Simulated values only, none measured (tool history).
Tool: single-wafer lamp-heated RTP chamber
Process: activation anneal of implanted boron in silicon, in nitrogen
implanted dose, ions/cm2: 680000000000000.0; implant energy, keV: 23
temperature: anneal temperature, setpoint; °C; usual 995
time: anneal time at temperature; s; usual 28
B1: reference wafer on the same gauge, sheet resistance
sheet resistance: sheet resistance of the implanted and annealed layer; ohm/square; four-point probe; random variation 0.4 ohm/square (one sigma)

{"run": 1, "hour": 0.0, "temperature": 995, "time": 28, "B1": 143.03, "sheet resistance": 168.45}
{"run": 2, "hour": 33.8, "temperature": 995, "time": 34, "B1": 143.05, "sheet resistance": 168.42}
{"run": 3, "hour": 49.6, "temperature": 1016, "time": 28, "B1": 143.04, "sheet resistance": 165.39}
{"run": 4, "hour": 76.1, "temperature": 1016, "time": 28, "B1": 143, "sheet resistance": 165.47}
{"run": 5, "hour": 104.2, "temperature": 1016, "time": 28, "B1": 142.96, "sheet resistance": 165.23}
{"run": 6, "hour": 124.4, "temperature": 995, "time": 28, "B1": 143.03, "sheet resistance": 168.2}
{"run": 7, "hour": 147.1, "temperature": 975, "time": 28, "B1": 142.97, "sheet resistance": 173.43}
{"run": 8, "hour": 180.7, "temperature": 995, "time": 40, "B1": 143.06, "sheet resistance": 166.78}
{"run": 9, "hour": 207.5, "temperature": 995, "time": 41, "B1": 142.96, "sheet resistance": 166.55}
{"run": 10, "hour": 231.8, "temperature": 995, "time": 32, "B1": 143.02, "sheet resistance": 166.51}
{"run": 11, "hour": 243.9, "temperature": 995, "time": 32, "B1": 142.9, "sheet resistance": 167}
{"run": 12, "hour": 263.3, "temperature": 986, "time": 28, "B1": 143.09, "sheet resistance": 169.38}
{"run": 13, "hour": 298.2, "temperature": 995, "time": 28, "B1": 142.88, "sheet resistance": 167.52}
{"hour": 303.8, "done": "gauge calibrated"}
{"run": 14, "hour": 387.1, "temperature": 972, "time": 28, "B1": 143.01, "sheet resistance": 172.7}
{"run": 15, "hour": 413.4, "temperature": 995, "time": 28, "B1": 142.97, "sheet resistance": 166.38}
{"run": 16, "hour": 426.5, "temperature": 1023, "time": 23, "B1": 143.11, "sheet resistance": 164.1}
{"hour": 441.1, "done": "pyrometer window cleaned and pyrometer calibrated"}
{"run": 17, "hour": 459.7, "temperature": 995, "time": 36, "B1": 143.01, "sheet resistance": 167.3}
{"run": 18, "hour": 479.6, "temperature": 995, "time": 28, "B1": 143.01, "sheet resistance": 168.52}
{"run": 19, "hour": 507.6, "temperature": 995, "time": 28, "B1": 142.97, "sheet resistance": 168.26}
{"hour": 522.7, "done": "reflector plate cleaned"}
{"run": 20, "hour": 523.2, "temperature": 995, "time": 28, "B1": 143.01, "sheet resistance": 170.86}
{"run": 21, "hour": 555.1, "temperature": 1014, "time": 40, "B1": 142.98, "sheet resistance": 165.36}
{"run": 22, "hour": 586.8, "temperature": 974, "time": 28, "B1": 143.01, "sheet resistance": 179.55}
{"run": 23, "hour": 615.4, "temperature": 1023, "time": 23, "B1": 143, "sheet resistance": 166.01}
{"run": 24, "hour": 651.1, "temperature": 1012, "time": 18, "B1": 143.01, "sheet resistance": 167.68}
{"run": 25, "hour": 675.3, "temperature": 967, "time": 32, "B1": 143.09, "sheet resistance": 182.2}
{"run": 26, "hour": 696.1, "temperature": 1004, "time": 32, "B1": 142.98, "sheet resistance": 167.09}

Measured less the same run without the tool's hidden state. The same run-to-run variation is in both; the gauge's scatter may not be:
The hidden state here: true wafer temperature minus pyrometer reading, K; wafer temperature error from the tarnished reflector plate, K; gauge reads high (%).
run=1 sheet_resistance=-2.98
run=2 sheet_resistance=-2.99
run=3 sheet_resistance=-1.36
run=4 sheet_resistance=-1.42
run=5 sheet_resistance=-1.49
run=6 sheet_resistance=-3.67
run=7 sheet_resistance=-8.9
run=8 sheet_resistance=-3.55
run=9 sheet_resistance=-3.64
run=10 sheet_resistance=-3.99
run=11 sheet_resistance=-4.06
run=12 sheet_resistance=-6.47
run=13 sheet_resistance=-4.48
run=14 sheet_resistance=-12.99
run=15 sheet_resistance=-4.91
run=16 sheet_resistance=-1.76
run=17 sheet_resistance=-2.81
run=18 sheet_resistance=-3.19
run=19 sheet_resistance=-3.34
run=20 sheet_resistance=-1.24
run=21 sheet_resistance=-0.62
run=22 sheet_resistance=-4.17
run=23 sheet_resistance=-0.64
run=24 sheet_resistance=-1.13
run=25 sheet_resistance=-7.11
run=26 sheet_resistance=-1.6

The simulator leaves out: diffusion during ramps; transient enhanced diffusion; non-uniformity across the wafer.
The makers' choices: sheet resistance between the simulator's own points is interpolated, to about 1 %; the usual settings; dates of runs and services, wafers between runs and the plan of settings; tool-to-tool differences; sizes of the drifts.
